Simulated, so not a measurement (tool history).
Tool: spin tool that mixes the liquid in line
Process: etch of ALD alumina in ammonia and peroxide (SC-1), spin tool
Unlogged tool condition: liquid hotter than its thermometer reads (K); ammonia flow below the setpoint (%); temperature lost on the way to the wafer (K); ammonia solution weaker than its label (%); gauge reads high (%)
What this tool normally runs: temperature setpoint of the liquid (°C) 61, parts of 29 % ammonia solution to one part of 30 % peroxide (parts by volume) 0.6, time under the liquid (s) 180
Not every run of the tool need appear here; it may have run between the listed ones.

run,hour,temperature setpoint of the liquid (°C),parts of 29 % ammonia solution to one part of 30 % peroxide (parts by volume),time under the liquid (s),wafers since the last listed run,hours since the thermometer was replaced,hours since the ammonia flow meter was replaced,hours since the heated supply line was repaired,hours since the drum of ammonia solution was connected,hours since the gauge calibration,"read-back film thickness of the ALD alumina reference wafer, read on the same gauge (nm)",thickness taken off the ALD alumina on a monitor wafer (angstrom)
1,0,61,0.6,180,0,2445.2,2065.2,3852.7,368.2,83.2,30,173.3
2,14.8,61,0.6,180,101,2460,2080,3867.5,383,98,30,172.8
3,22.6,61,0.6,180,53,2467.8,2087.8,3875.3,390.8,105.8,29.98,172.1
# hour 32.9: ammonia flow meter replaced
4,35.3,61,0.6,180,80,2480.5,2.4,3888,403.5,118.5,29.98,172.7
5,45.9,61,0.6,180,72,2491.1,13,3898.6,414.1,129.1,29.99,173.6
6,61.5,61,0.8,180,107,2506.7,28.6,3914.2,429.7,144.7,29.98,177.2
# hour 68.6: thermometer replaced
7,69,61,0.6,180,44,0.4,36.1,3921.7,437.2,152.2,30.05,149.4
8,76.3,61,0.6,180,50,7.7,43.4,3929,444.5,159.5,29.97,150.1
9,87.6,58,0.5,180,77,19,54.7,3940.3,455.8,170.8,30.02,126.6
10,94.4,61,0.6,90,46,25.8,61.5,3947.1,462.6,177.6,30.04,74.8
11,105.8,65.5,0.6,140,78,37.2,72.9,3958.5,474,189,30.02,147.5
12,117.4,53,0.6,180,79,48.8,84.5,3970.1,485.6,200.6,30.04,99.4
13,125.3,67.5,0.85,115,54,56.7,92.4,3978,493.5,208.5,29.99,137.2
# hour 139.9: gauge calibrated
14,141.1,61,0.6,180,108,72.5,108.2,3993.8,509.3,1.2,30.02,150.4
15,155.1,61,0.5,110,96,86.5,122.2,4007.8,523.3,15.2,30.03,91.1
16,162.8,65.5,0.6,140,52,94.2,129.9,4015.5,531,22.9,29.98,147.6
# hour 166.6: heated supply line repaired
17,177.1,58.5,0.6,235,91,108.5,144.2,10.5,545.3,37.2,29.97,173.8
# hour 191.7: new drum of ammonia solution connected
18,193.6,70,0.3,180,106,125,160.7,27,1.9,53.7,30.03,220.3
19,210.8,65,0.6,140,118,142.2,177.9,44.2,19.1,70.9,30.02,143.7
20,221.2,56,0.8,95,71,152.6,188.3,54.6,29.5,81.3,30.02,63.8
21,230.1,64.5,0.4,240,61,161.5,197.2,63.5,38.4,90.2,30.02,231.7
22,244.6,69.5,0.4,115,99,176,211.7,78,52.9,104.7,30.01,142
23,261.7,61,0.6,180,117,193.1,228.8,95.1,70,121.8,29.99,151.7

Predict the results of run 24:
24,277.5,61,0.6,180,108,208.9,244.6,110.9,85.8,137.6,?,?

Logged for run 24: read-back film thickness of the ALD alumina reference wafer, read on the same gauge (nm) 30.01, thickness taken off the ALD alumina on a monitor wafer (angstrom) 151.2.
Without the tool's hidden state the same run would have given thickness taken off the ALD alumina on a monitor wafer (angstrom) 148.1.

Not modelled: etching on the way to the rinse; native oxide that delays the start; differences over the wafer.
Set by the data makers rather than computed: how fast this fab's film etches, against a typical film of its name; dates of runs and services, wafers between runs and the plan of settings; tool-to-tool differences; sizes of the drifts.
